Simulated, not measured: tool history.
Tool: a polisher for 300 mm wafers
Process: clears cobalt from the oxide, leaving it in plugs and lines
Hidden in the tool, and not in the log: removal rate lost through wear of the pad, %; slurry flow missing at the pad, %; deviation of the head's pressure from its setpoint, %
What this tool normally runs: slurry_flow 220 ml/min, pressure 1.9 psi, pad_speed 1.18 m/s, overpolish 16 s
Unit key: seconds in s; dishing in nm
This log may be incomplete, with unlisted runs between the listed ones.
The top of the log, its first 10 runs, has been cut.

| run | hour | slurry_flow | pressure | pad_speed | overpolish | wafers since the last listed run | wafers polished on this pad | hours since the slurry nozzle was cleaned | hours since the head pressure was calibrated | incoming thickness of the incoming film, nm | seconds | dishing |
|---|---|---|---|---|---|---|---|---|---|---|---|---|
| 11 | 263.4 | 220 | 1.9 | 1.42 | 16 | 117 | 782 | 387.9 | 317.3 | 320.0 | 54.0 | 44.9 |
| 12 | 281.0 | 220 | 1.9 | 1.42 | 16 | 114 | 896 | 405.5 | 334.9 | 322.6 | 55.7 | 45.9 |
|  | 293.1 | worn pad replaced by a new one |
|  | 296.8 | head pressure recalibrated |
| 13 | 305.5 | 220 | 1.9 | 1.18 | 16 | 119 | 67 | 430.0 | 8.7 | 323.4 | 60.3 | 43.1 |
| 14 | 329.2 | 220 | 1.9 | 1.18 | 16 | 153 | 221 | 453.7 | 32.4 | 318.3 | 61.3 | 43.7 |
| 15 | 356.6 | 220 | 1.9 | 1.18 | 16 | 177 | 398 | 481.1 | 59.8 | 319.6 | 61.5 | 42.5 |
| 16 | 383.0 | 155 | 1.9 | 0.98 | 16 | 171 | 570 | 507.5 | 86.2 | 316.4 | 79.0 | 36.9 |
| 17 | 427.9 | 220 | 1.9 | 1.18 | 16 | 291 | 861 | 552.4 | 131.1 | 318.9 | 64.7 | 41.8 |
| 18 | 448.0 | 220 | 1.9 | 1.18 | 16 | 130 | 991 | 572.5 | 151.2 | 318.6 | 63.4 | 42.4 |
|  | 460.7 | worn pad replaced by a new one |
| 19 | 461.1 | 175 | 2.3 | 1.36 | 8 | 59 | 2 | 585.6 | 164.3 | 321.9 | 51.3 | 32.0 |
| 20 | 484.9 | 220 | 1.4 | 1.18 | 20 | 154 | 156 | 609.4 | 188.1 | 317.3 | 74.4 | 42.8 |
| 21 | 499.3 | 220 | 1.9 | 1.18 | 16 | 93 | 250 | 623.8 | 202.5 | 327.0 | 65.9 | 42.0 |
| 22 | 512.1 | 175 | 1.2 | 1.44 | 21 | 83 | 333 | 636.6 | 215.3 | 312.9 | 68.6 | 46.7 |
| 23 | 542.4 | 265 | 1.9 | 1.52 | 9 | 196 | 529 | 666.9 | 245.6 | 319.5 | 48.3 | 35.9 |
| 24 | 577.9 | 220 | 1.9 | 1.18 | 20 | 230 | 760 | 702.4 | 281.1 | 325.7 | 65.6 | 46.2 |
| 25 | 600.3 | 165 | 1.3 | 1.44 | 16 | 145 | 905 | 724.8 | 303.5 | 323.1 | 68.5 | 40.9 |
|  | 613.5 | slurry nozzle cleaned |
| 26 | 614.0 | 220 | 1.6 | 1.08 | 11 | 82 | 987 | 0.5 | 317.2 | 323.7 | 79.8 | 29.6 |
|  | 619.3 | head pressure recalibrated |
|  | 644.6 | worn pad replaced by a new one |
| 27 | 702.9 | 255 | 1.9 | 1.00 | 25 | 537 | 378 | 89.4 | 83.6 | 320.2 | 71.4 | 48.2 |
| 28 | 736.6 | 220 | 1.9 | 1.18 | 16 | 218 | 596 | 123.1 | 117.3 | 319.0 | 62.0 | 41.5 |
| 29 | 750.0 | 190 | 1.2 | 1.18 | 23 | 86 | 683 | 136.5 | 130.7 | 320.3 | 81.2 | 45.0 |
| 30 | 779.1 | 220 | 1.6 | 1.32 | 16 | 188 | 872 | 165.6 | 159.8 | 326.9 | 63.1 | 43.1 |
|  | 808.3 | worn pad replaced by a new one |
| 31 | 811.6 | 220 | 1.9 | 1.18 | 16 | 184 | 21 | 198.1 | 192.3 | 321.8 | 63.1 | 41.8 |

What if the next run were any one of these 4? Each begins from the tool's condition after run 31:
| A | 812.0 | 220 | 1.9 | 1.18 | 16 | 2 | 24 | 198.5 | 192.7 | 317.8 | ? | ? |
| B | 812.0 | 220 | 1.3 | 1.18 | 13 | 2 | 24 | 198.5 | 192.7 | 317.8 | ? | ? |
| C | 812.0 | 265 | 2.3 | 1.44 | 20 | 2 | 24 | 198.5 | 192.7 | 317.8 | ? | ? |
| D | 812.0 | 220 | 1.9 | 1.48 | 16 | 2 | 24 | 198.5 | 192.7 | 317.8 | ? | ? |

| run | seconds | dishing |
|---|---|---|
| A | 62.4 | 42.8 |
| B | 76.9 | 33.8 |
| C | 44.4 | 52.8 |
| D | 49.7 | 47.3 |
The same runs, with their run-to-run variation unchanged, on a tool lacking any hidden condition would have given:
| run | seconds | dishing |
|---|---|---|
| A | 58.8 | 44.0 |
| B | 72.6 | 35.1 |
| C | 41.8 | 53.6 |
| D | 46.9 | 48.3 |
